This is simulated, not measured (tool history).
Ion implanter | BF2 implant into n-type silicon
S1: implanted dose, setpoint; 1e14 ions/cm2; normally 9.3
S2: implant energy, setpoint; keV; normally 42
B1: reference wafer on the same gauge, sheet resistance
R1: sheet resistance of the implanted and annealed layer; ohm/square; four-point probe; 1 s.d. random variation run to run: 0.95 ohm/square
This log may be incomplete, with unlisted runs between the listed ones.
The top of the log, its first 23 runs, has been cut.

run 24 hour=1088.8 | S1=10.56 S2=55.5 | B1=187.05 | R1=144.1
run 25 hour=1120.1 | S1=12.06 S2=42 | B1=187.03 | R1=154.02
run 26 hour=1166.9 | S1=9.3 S2=42 | B1=186.92 | R1=168.5
run 27 hour=1215.2 | S1=10.89 S2=53 | B1=186.84 | R1=145.61
run 28 hour=1254.8 | S1=9.3 S2=42 | B1=186.76 | R1=168.36
-- hour=1306.2 Faraday cup replaced and dose calibrated
run 29 hour=1321.5 | S1=10.56 S2=55.5 | B1=186.92 | R1=143.7
run 30 hour=1378.7 | S1=9.3 S2=42 | B1=187.17 | R1=167.42
run 31 hour=1403.6 | S1=12.01 S2=42 | B1=186.81 | R1=154.7
run 32 hour=1549.7 | S1=11.53 S2=48.5 | B1=186.98 | R1=147.05
run 33 hour=1594.2 | S1=10.65 S2=53.5 | B1=186.97 | R1=144.35
run 34 hour=1621 | S1=9.3 S2=42 | B1=186.93 | R1=167
-- hour=1629.1 gauge calibrated
run 35 hour=1671.4 | S1=10.79 S2=46 | B1=186.86 | R1=153.85
run 36 hour=1710.1 | S1=8.56 S2=30 | B1=186.93 | R1=202.97
run 37 hour=1759.1 | S1=10.8 S2=51.5 | B1=186.83 | R1=145.35

Forecast each of these 4 alternatives for the next run:
run A hour=1759.5 | S1=10.15 S2=42 | B1=? | R1=?
run B hour=1759.5 | S1=6.74 S2=42 | B1=? | R1=?
run C hour=1759.5 | S1=9.3 S2=29 | B1=? | R1=?
run D hour=1759.5 | S1=7.02 S2=27.5 | B1=? | R1=?

run=A B1=187.01 R1=164.3
run=B B1=187.01 R1=197.74
run=C B1=187.01 R1=202.87
run=D B1=187.01 R1=227.26
The same runs, with their run-to-run variation unchanged, on a tool lacking any hidden condition would have given:
run=A R1=164.3
run=B R1=197.74
run=C R1=202.87
run=D R1=227.26
